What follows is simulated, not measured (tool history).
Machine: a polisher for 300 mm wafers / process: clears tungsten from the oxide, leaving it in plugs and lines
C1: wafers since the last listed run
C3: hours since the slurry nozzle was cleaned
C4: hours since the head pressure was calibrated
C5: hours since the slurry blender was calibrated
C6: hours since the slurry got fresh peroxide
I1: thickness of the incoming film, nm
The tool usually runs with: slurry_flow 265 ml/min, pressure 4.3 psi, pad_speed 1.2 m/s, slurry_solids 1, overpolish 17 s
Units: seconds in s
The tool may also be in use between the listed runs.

Run 1, hour 0: usual settings but pad_speed 1.12 m/s; C1 0; wafers polished on this pad 591; C3 297.3; C4 336.1; C5 18.9; C6 160.7; I1 493.2. Result: seconds 80.5 s.
At hour 9.5: slurry tank refilled with fresh slurry and peroxide.
Run 2, hour 26.1: usual settings but pad_speed 1.12 m/s; C1 145; wafers polished on this pad 737; C3 323.4; C4 362.2; C5 45; C6 16.6; I1 507.9. Result: seconds 86 s.
Run 3, hour 48.8: usual settings but pressure 5.1 psi; C1 131; wafers polished on this pad 868; C3 346.1; C4 384.9; C5 67.7; C6 39.3; I1 505. Result: seconds 67.8 s.
Run 4, hour 73.6: usual settings but pressure 5.1 psi; C1 143; wafers polished on this pad 1012; C3 370.9; C4 409.7; C5 92.5; C6 64.1; I1 497.7. Result: seconds 67 s.
Run 5, hour 106.4: usual settings; C1 189; wafers polished on this pad 1202; C3 403.7; C4 442.5; C5 125.3; C6 96.9; I1 511.1. Result: seconds 79.3 s.
At hour 116.5: slurry nozzle cleaned.
Run 6, hour 141.8: usual settings; C1 199; wafers polished on this pad 1401; C3 25.3; C4 477.9; C5 160.7; C6 132.3; I1 500.9. Result: seconds 79.1 s.
At hour 158.6: worn pad replaced by a new one.
Run 7, hour 159.1: usual settings; C1 77; wafers polished on this pad 2; C3 42.6; C4 495.2; C5 178; C6 149.6; I1 499.5. Result: seconds 80.4 s.
Run 8, hour 170.2: usual settings; C1 64; wafers polished on this pad 66; C3 53.7; C4 506.3; C5 189.1; C6 160.7; I1 500.5. Result: seconds 81.8 s.
Run 9, hour 187.1: usual settings; C1 97; wafers polished on this pad 164; C3 70.6; C4 523.2; C5 206; C6 177.6; I1 498.7. Result: seconds 83.8 s.
At hour 202.1: slurry blender recalibrated.
Run 10, hour 206.1: usual settings; C1 98; wafers polished on this pad 263; C3 89.6; C4 542.2; C5 4; C6 196.6; I1 500.8. Result: seconds 85.7 s.
At hour 210.9: slurry tank refilled with fresh slurry and peroxide.
Run 11, hour 221.3: usual settings; C1 82; wafers polished on this pad 345; C3 104.8; C4 557.4; C5 19.2; C6 10.4; I1 493.4. Result: seconds 85.6 s.
Run 12, hour 240.5: usual settings; C1 111; wafers polished on this pad 456; C3 124; C4 576.6; C5 38.4; C6 29.6; I1 497.3. Result: seconds 87.3 s.
Run 13, hour 274.7: usual settings but pressure 3.1 psi, slurry_solids 0.7; C1 198; wafers polished on this pad 654; C3 158.2; C4 610.8; C5 72.6; C6 63.8; I1 500. Result: seconds 136.8 s.
Run 14, hour 291.9: usual settings; C1 99; wafers polished on this pad 754; C3 175.4; C4 628; C5 89.8; C6 81; I1 503.4. Result: seconds 86.4 s.
At hour 318: worn pad replaced by a new one, repeated, since the last time left the tool worse.
Run 15, hour 325: usual settings but pressure 3.4 psi, slurry_solids 1.15, overpolish 9 s; C1 168; wafers polished on this pad 40; C3 208.5; C4 661.1; C5 122.9; C6 114.1; I1 500.5. Result: seconds 88.2 s.
At hour 341.3: head pressure recalibrated.
Run 16, hour 353.8: usual settings but pressure 5.4 psi, pad_speed 0.8 m/s, slurry_solids 1.2, overpolish 24 s; C1 155; wafers polished on this pad 195; C3 237.3; C4 12.5; C5 151.7; C6 142.9; I1 505.7. Result: seconds 85.6 s.
Run 17, hour 377.9: usual settings but pad_speed 1.6 m/s, slurry_solids 0.85; C1 139; wafers polished on this pad 335; C3 261.4; C4 36.6; C5 175.8; C6 167; I1 505.2. Result: seconds 61.9 s.
Run 18, hour 405.6: usual settings but slurry_flow 360 ml/min, pad_speed 0.86 m/s; C1 160; wafers polished on this pad 495; C3 289.1; C4 64.3; C5 203.5; C6 194.7; I1 501.2. Result: seconds 104.9 s.
At hour 421: slurry tank refilled with fresh slurry and peroxide.
Run 19, hour 430.5: usual settings; C1 138; wafers polished on this pad 633; C3 314; C4 89.2; C5 228.4; C6 9.5; I1 489.2. Result: seconds 77 s.
At hour 440.2: slurry blender recalibrated.
Run 20, hour 465.4: usual settings but slurry_flow 345 ml/min, pad_speed 0.94 m/s; C1 190; wafers polished on this pad 824; C3 348.9; C4 124.1; C5 25.2; C6 44.4; I1 507.5. Result: seconds 98.9 s.
Run 21, hour 524.9: usual settings but pad_speed 0.96 m/s; C1 344; wafers polished on this pad 1168; C3 408.4; C4 183.6; C5 84.7; C6 103.9; I1 504.3. Result: seconds 97.6 s.
At hour 533.2: slurry nozzle cleaned.
Run 22, hour 541.3: usual settings but pressure 3.3 psi; C1 89; wafers polished on this pad 1258; C3 8.1; C4 200; C5 101.1; C6 120.3; I1 502. Result: seconds 102.6 s.
Run 23, hour 574.5: usual settings but slurry_solids 0.75, overpolish 14 s; C1 192; wafers polished on this pad 1450; C3 41.3; C4 233.2; C5 134.3; C6 153.5; I1 497.3. Result: seconds 88 s.
Run 24, hour 605.5: usual settings but slurry_flow 210 ml/min, pressure 5.5 psi; C1 179; wafers polished on this pad 1629; C3 72.3; C4 264.2; C5 165.3; C6 184.5; I1 507.7. Result: seconds 65.1 s.
At hour 611.1: worn pad replaced by a new one.
At hour 614.8: slurry tank refilled with fresh slurry and peroxide.
At hour 630: slurry blender recalibrated.
Run 25, hour 630.5: usual settings but pressure 3 psi, slurry_solids 1.25; C1 104; wafers polished on this pad 94; C3 97.3; C4 289.2; C5 0.5; C6 15.7; I1 509.6. Result: seconds 100 s.
Run 26, hour 654: usual settings; C1 136; wafers polished on this pad 230; C3 120.8; C4 312.7; C5 24; C6 39.2; I1 497.8. Result: seconds 74.7 s.

Below are 4 alternative next runs, each starting from the tool's condition after run 26. Predict each:
Run A, hour 654.4: usual settings but pad_speed 1.06 m/s; C1 2; wafers polished on this pad 233; C3 121.2; C4 313.1; C5 24.4; C6 39.6; I1 489. Result: seconds ?.
Run B, hour 654.4: usual settings but pressure 3.8 psi, slurry_solids 1.25; C1 2; wafers polished on this pad 233; C3 121.2; C4 313.1; C5 24.4; C6 39.6; I1 489. Result: seconds ?.
Run C, hour 654.4: usual settings but slurry_flow 230 ml/min, slurry_solids 1.2; C1 2; wafers polished on this pad 233; C3 121.2; C4 313.1; C5 24.4; C6 39.6; I1 489. Result: seconds ?.
Run D, hour 654.4: usual settings but pad_speed 0.9 m/s, slurry_solids 1.25; C1 2; wafers polished on this pad 233; C3 121.2; C4 313.1; C5 24.4; C6 39.6; I1 489. Result: seconds ?.

run  seconds
  A     85.2
  B     78.1
  C     71.3
  D     92.4
Had the tool no hidden state, the same runs would have come out as:
run  seconds
  A     82.3
  B     75.4
  C     68.8
  D     89.2
